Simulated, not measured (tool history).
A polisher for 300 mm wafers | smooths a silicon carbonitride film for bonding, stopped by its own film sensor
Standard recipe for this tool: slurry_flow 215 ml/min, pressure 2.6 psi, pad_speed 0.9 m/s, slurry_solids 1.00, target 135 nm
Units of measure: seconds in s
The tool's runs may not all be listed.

run	day	slurry_flow	pressure	pad_speed	slurry_solids	target	incoming thickness of the incoming film, nm	seconds
1	0.000	215	2.6	0.9	1.00	135	169.6	125.8
2	0.933	215	2.6	0.9	1.00	135	170.5	131.3
# day 1.842: worn pad replaced by a new one
3	1.962	215	2.6	0.9	1.00	135	169.4	119.9
4	2.967	215	2.6	0.9	1.00	135	168.9	124.2
5	3.479	215	2.6	0.9	1.00	135	170.6	129.4
6	4.600	215	2.6	0.9	0.85	135	172.4	147.7
# day 5.292: worn pad replaced by a new one
7	5.312	215	2.6	0.9	0.85	135	169.9	128.2
8	6.054	215	2.6	0.9	0.85	135	173.7	147.7
# day 7.558: slurry nozzle cleaned
9	7.579	215	2.6	0.9	1.20	135	171.2	125.0
10	8.888	215	2.6	0.9	1.20	135	172.3	131.7
# day 9.617: worn pad replaced by a new one
# day 9.817: head pressure recalibrated
11	10.058	215	2.6	0.9	1.20	135	169.8	119.3
12	11.083	280	3.0	0.9	1.10	125	172.1	144.3
13	11.629	260	2.6	0.9	0.75	127	171.4	184.2

Forecast run 14:
14	12.625	215	2.6	0.9	1.00	131	168.2	?

Run 14 produced seconds 143.3 s.
With no hidden state in the tool, this same run would have given seconds 126.9 s.
